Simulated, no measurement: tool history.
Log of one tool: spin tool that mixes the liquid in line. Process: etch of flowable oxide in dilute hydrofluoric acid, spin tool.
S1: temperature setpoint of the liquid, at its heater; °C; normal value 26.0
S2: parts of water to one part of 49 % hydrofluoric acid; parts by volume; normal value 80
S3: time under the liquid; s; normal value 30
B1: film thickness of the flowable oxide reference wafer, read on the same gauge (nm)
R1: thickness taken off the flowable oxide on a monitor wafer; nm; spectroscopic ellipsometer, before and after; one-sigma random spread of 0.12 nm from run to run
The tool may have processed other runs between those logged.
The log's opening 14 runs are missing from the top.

{"hour": 802.9, "done": "hydrofluoric acid flow meter replaced"}
{"run": 15, "hour": 965.9, "S1": 26.0, "S2": 100, "S3": 30, "B1": 30.02, "R1": 9.8}
{"run": 16, "hour": 1072.6, "S1": 26.0, "S2": 80, "S3": 30, "B1": 29.97, "R1": 12.44}
{"run": 17, "hour": 1118.5, "S1": 26.0, "S2": 80, "S3": 30, "B1": 29.98, "R1": 12.71}
{"run": 18, "hour": 1176.2, "S1": 26.0, "S2": 115, "S3": 40, "B1": 30.0, "R1": 11.06}
{"run": 19, "hour": 1280.2, "S1": 31.0, "S2": 115, "S3": 50, "B1": 30.0, "R1": 16.75}
{"run": 20, "hour": 1354.8, "S1": 26.0, "S2": 80, "S3": 30, "B1": 30.0, "R1": 12.43}
{"run": 21, "hour": 1411.1, "S1": 28.5, "S2": 115, "S3": 35, "B1": 29.99, "R1": 10.66}
{"run": 22, "hour": 1495.6, "S1": 22.0, "S2": 50, "S3": 30, "B1": 30.01, "R1": 17.61}
{"run": 23, "hour": 1592.0, "S1": 26.0, "S2": 80, "S3": 30, "B1": 30.01, "R1": 12.27}
{"run": 24, "hour": 1650.3, "S1": 26.0, "S2": 80, "S3": 30, "B1": 30.0, "R1": 12.61}
{"hour": 1680.6, "done": "thermometer replaced"}
{"run": 25, "hour": 1694.6, "S1": 26.0, "S2": 115, "S3": 40, "B1": 29.99, "R1": 10.34}
{"run": 26, "hour": 1872.8, "S1": 22.5, "S2": 65, "S3": 30, "B1": 30.01, "R1": 12.39}
{"run": 27, "hour": 1958.0, "S1": 23.0, "S2": 115, "S3": 30, "B1": 30.02, "R1": 6.86}
{"run": 28, "hour": 2040.3, "S1": 23.5, "S2": 65, "S3": 30, "B1": 29.99, "R1": 13.38}
{"hour": 2062.5, "done": "hydrofluoric acid flow meter replaced"}
{"run": 29, "hour": 2350.5, "S1": 22.5, "S2": 95, "S3": 35, "B1": 30.0, "R1": 10.65}
{"run": 30, "hour": 2431.6, "S1": 30.5, "S2": 115, "S3": 15, "B1": 30.0, "R1": 4.97}

Consider 4 possible next runs. They are alternatives, not a sequence: every one starts from the tool as it was left by run 30. What does each give?
{"run": "A", "hour": 2432.0, "S1": 26.0, "S2": 40, "S3": 30, "B1": "?", "R1": "?"}
{"run": "B", "hour": 2432.0, "S1": 29.0, "S2": 45, "S3": 30, "B1": "?", "R1": "?"}
{"run": "C", "hour": 2432.0, "S1": 29.0, "S2": 70, "S3": 15, "B1": "?", "R1": "?"}
{"run": "D", "hour": 2432.0, "S1": 21.0, "S2": 110, "S3": 25, "B1": "?", "R1": "?"}

run=A B1=30.01 R1=26.54
run=B B1=30.01 R1=26.36
run=C B1=30.01 R1=8.14
run=D B1=30.01 R1=5.99
Had the tool no hidden state, the same runs would have come out as:
run=A R1=25.43
run=B R1=25.32
run=C R1=7.84
run=D R1=5.76
